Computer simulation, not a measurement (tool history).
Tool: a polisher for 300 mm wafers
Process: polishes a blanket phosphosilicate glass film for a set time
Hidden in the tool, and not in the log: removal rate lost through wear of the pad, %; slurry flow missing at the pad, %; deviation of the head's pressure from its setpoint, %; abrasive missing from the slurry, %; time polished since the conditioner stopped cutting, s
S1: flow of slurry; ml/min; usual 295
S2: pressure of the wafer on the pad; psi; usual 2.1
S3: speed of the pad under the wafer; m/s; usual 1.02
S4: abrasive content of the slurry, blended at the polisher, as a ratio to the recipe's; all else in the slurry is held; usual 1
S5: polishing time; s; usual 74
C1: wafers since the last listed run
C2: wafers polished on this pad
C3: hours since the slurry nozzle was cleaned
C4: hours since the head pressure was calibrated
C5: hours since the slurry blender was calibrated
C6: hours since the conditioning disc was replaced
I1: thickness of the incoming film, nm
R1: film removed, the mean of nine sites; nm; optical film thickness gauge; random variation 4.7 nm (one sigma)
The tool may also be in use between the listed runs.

run   hour   S1   S2    S3    S4  S5   C1    C2     C3      C4     C5     C6      I1     R1
  1      0  245  2.1  1.02     1  74    0   713   91.9  1102.9    4.2  189.6  1841.2  348.7
  2   15.8  245  2.1  1.02     1  74  151   865  107.7  1118.7     20  205.4  1825.6  340.3
  3   39.2  295  2.1  1.02     1  74  225  1090  131.1  1142.1   43.4  228.8  1842.7  347.9
  4   57.6  295  2.1  1.02     1  74  177  1267  149.5  1160.5   61.8  247.2  1844.3  350.8
      62.7  -- worn pad replaced by a new one
  5     92  295  2.1  1.02     1  74  292   281  183.9  1194.9   96.2  281.6    1850    352
  6  125.7  295  2.1  1.02     1  74  324   606  217.6  1228.6  129.9  315.3  1882.4  345.7
  7  148.8  295  2.1  1.02     1  74  222   828  240.7  1251.7    153  338.4  1852.1  357.1
     154.4  -- conditioning disc replaced and pad reconditioned
     171.3  -- slurry blender recalibrated
     176.5  -- slurry nozzle cleaned
  8  179.8  360  2.1  0.94     1  74  250  1078    3.3  1282.7    8.5   25.4  1828.7  320.4
     208.2  -- worn pad replaced by a new one
  9  215.5  295  2.1  0.76     1  87  304    70     39  1318.4   44.2   61.1  1846.9  329.8
 10  238.1  295  2.1  0.76     1  87  217   287   61.6    1341   66.8   83.7  1851.4  325.5
 11  252.2  295  2.1  0.84     1  74  135   423   75.7  1355.1   80.9   97.8  1845.1  297.9
 12  286.7  210  2.8  1.02     1  52  331   755  110.2  1389.6  115.4  132.3  1845.5  318.1
 13  300.8  295  1.5  1.02  1.25  74  135   890  124.3  1403.7  129.5  146.4  1846.2  273.5
     329.7  -- worn pad replaced by a new one
 14  330.2  295  2.1  1.02     1  74  244     5  153.7  1433.1  158.9  175.8  1845.7  348.5
     351.7  -- slurry blender recalibrated
 15  352.2  295  2.1  1.02     1  74  192   197  175.7  1455.1    0.5  197.8    1834  344.4
 16  378.9  295  1.7  1.02     1  92  256   454  202.4  1481.8   27.2  224.5  1840.5  351.3
 17  399.7  295  2.1  0.84   1.1  74  200   654  223.2  1502.6     48  245.3  1858.3  314.1
     420.2  -- slurry nozzle cleaned
 18  425.6  295  2.1  1.02     1  74  239   894    5.4  1528.5   73.9  271.2  1871.6  352.5
     434.6  -- head pressure recalibrated
     450.8  -- worn pad replaced by a new one
 19  451.3  215  2.1  1.02     1  82  189     4   31.1    16.7   99.6  296.9  1852.5  370.4
     479.6  -- conditioning disc replaced and pad reconditioned
 20  480.1  355  2.1  1.02   0.8  58  257   262   59.9    45.5  128.4    0.5  1853.4  254.6
 21  500.4  195  2.1  1.02     1  74  195   457   80.2    65.8  148.7   20.8  1839.8  346.1
 22  518.7  240  2.4  1.02   1.2  96  176   633   98.5    84.1    167   39.1  1853.6  536.7
     531.2  -- slurry blender recalibrated
 23  553.1  295  2.1  1.02     1  54  311   945  132.9   118.5   21.9   73.5  1849.7  252.5
 24  570.3  295  2.6  1.02     1  51  165  1110  150.1   135.7   39.1   90.7  1876.7  295.5
     578.9  -- worn pad replaced by a new one
 25  592.1  295  2.1  1.02   0.9  74  171   127  171.9   157.5   60.9  112.5  1849.1  336.9

The tool's hidden state at each run:
removal rate lost through wear of the pad, %: 0 in every run
slurry flow missing at the pad, %: 0 in every run
deviation of the head's pressure from its setpoint, %: 0 in every run
abrasive missing from the slurry, %: 0 in every run
time polished since the conditioner stopped cutting, s: 0 in every run
